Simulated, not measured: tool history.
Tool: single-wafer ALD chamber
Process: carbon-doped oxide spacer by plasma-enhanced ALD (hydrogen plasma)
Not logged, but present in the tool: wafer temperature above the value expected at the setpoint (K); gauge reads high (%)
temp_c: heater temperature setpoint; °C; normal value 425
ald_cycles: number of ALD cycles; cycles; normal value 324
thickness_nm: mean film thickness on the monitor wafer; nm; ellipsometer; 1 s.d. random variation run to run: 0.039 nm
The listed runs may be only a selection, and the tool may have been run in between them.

run   hour  temp_c  ald_cycles  wafers since the last listed run  hours since the last thermocouple change  hours since the gauge calibration  read-back reference wafer on the same gauge, thickness_nm  thickness_nm
  1      0     425         324                                 0                                    2388.2                              380.2                                                      16.48        15.737
  2   11.4     425         324                                15                                    2399.6                              391.6                                                     16.497        15.764
  3   19.2     425         324                                10                                    2407.4                              399.4                                                     16.499        15.777
  4   71.2     425         324                                71                                    2459.4                              451.4                                                     16.502        15.741
  5   82.8     425         324                                16                                      2471                                463                                                      16.51        15.818
  6   97.9     425         324                                20                                    2486.1                              478.1                                                     16.494        15.793
  7  109.4     421         348                                15                                    2497.6                              489.6                                                     16.507        17.101
  8  122.6     421         348                                18                                    2510.8                              502.8                                                     16.501        17.113
  9  140.6     421         348                                24                                    2528.8                              520.8                                                     16.503          17.2
 10  146.8     425         324                                 8                                      2535                                527                                                     16.509        15.751
 11  166.3     425         359                                26                                    2554.5                              546.5                                                     16.489        17.489
 12  176.6     425         359                                14                                    2564.8                              556.8                                                     16.497        17.438
 13  189.8     425         359                                18                                      2578                                570                                                     16.505         17.44
 14  203.4     425         349                                18                                    2591.6                              583.6                                                     16.492        17.005
 15  216.6     425         349                                18                                    2604.8                              596.8                                                     16.502        16.958
 16  230.7     425         349                                19                                    2618.9                              610.9                                                     16.484        16.979
       239  -- gauge calibrated
 17  244.9     425         369                                19                                    2633.1                                5.9                                                     16.487        17.976
 18  256.3     425         369                                15                                    2644.5                               17.3                                                     16.491         17.97
 19  270.3     425         369                                19                                    2658.5                               31.3                                                     16.486        17.996
 20    284     425         340                                18                                    2672.2                                 45                                                     16.496        16.533
     292.3  -- thermocouple changed; heater temperature recalibrated
 21  299.2     425         340                                 9                                       6.9                               60.2                                                     16.496        16.613
 22  313.3     425         291                                19                                        21                               74.3                                                     16.503        14.186
 23  319.9     425         324                                 9                                      27.6                               80.9                                                     16.503        15.813
 24  327.3     431         324                                10                                        35                               88.3                                                     16.498        15.455
 25  334.6     436         307                                10                                      42.3                               95.6                                                     16.488        14.517
 26  346.8     418         283                                16                                      54.5                              107.8                                                     16.499            14
 27    361     440         265                                19                                      68.7                                122                                                     16.502        12.398
 28  367.2     432         292                                 8                                      74.9                              128.2                                                     16.504        13.943
 29  373.4     421         267                                 8                                      81.1                              134.4                                                     16.492        13.169
 30  388.6     438         305                                20                                      96.3                              149.6                                                     16.508        14.333
 31    399     425         324                                14                                     106.7                                160                                                     16.497        15.732
 32    406     425         324                                 9                                     113.7                                167                                                     16.496        15.748
 33  423.3     414         324                                23                                       131                              184.3                                                     16.492        16.325
 34  437.6     421         381                                19                                     145.3                              198.6                                                     16.491        18.789
 35  448.3     412         275                                14                                       156                              209.3                                                     16.495        13.858
 36  456.1     425         324                                10                                     163.8                              217.1                                                       16.5        15.742
 37  470.8     433         273                                20                                     178.5                              231.8                                                     16.496        13.017
 38  481.5     425         324                                14                                     189.2                              242.5                                                     16.501        15.811
 39  492.3     425         324                                14                                       200                              253.3                                                     16.503          15.8
 40  504.2     425         324                                16                                     211.9                              265.2                                                     16.507         15.79
 41  518.1     425         324                                19                                     225.8                              279.1                                                     16.478        15.709
 42  530.3     425         324                                16                                       238                              291.3                                                     16.507        15.743
 43  543.3     419         324                                17                                       251                              304.3                                                     16.502        16.057
 44  550.5     425         324                                 9                                     258.2                              311.5                                                     16.502        15.797
 45  592.4     425         349                                57                                     300.1                              353.4                                                     16.492        16.926
 46  604.7     416         375                                16                                     312.4                              365.7                                                      16.48        18.672

Take each entry between the runs: how does the hidden state at the last listed run before it differ from the hidden state at the first listed run after it?
Runs 16 to 17: gauge calibrated (hour 239)
  nothing in the hidden state changes from one run to the other
Runs 20 to 21: thermocouple changed; heater temperature recalibrated (hour 292.3)
  nothing in the hidden state changes from one run to the other

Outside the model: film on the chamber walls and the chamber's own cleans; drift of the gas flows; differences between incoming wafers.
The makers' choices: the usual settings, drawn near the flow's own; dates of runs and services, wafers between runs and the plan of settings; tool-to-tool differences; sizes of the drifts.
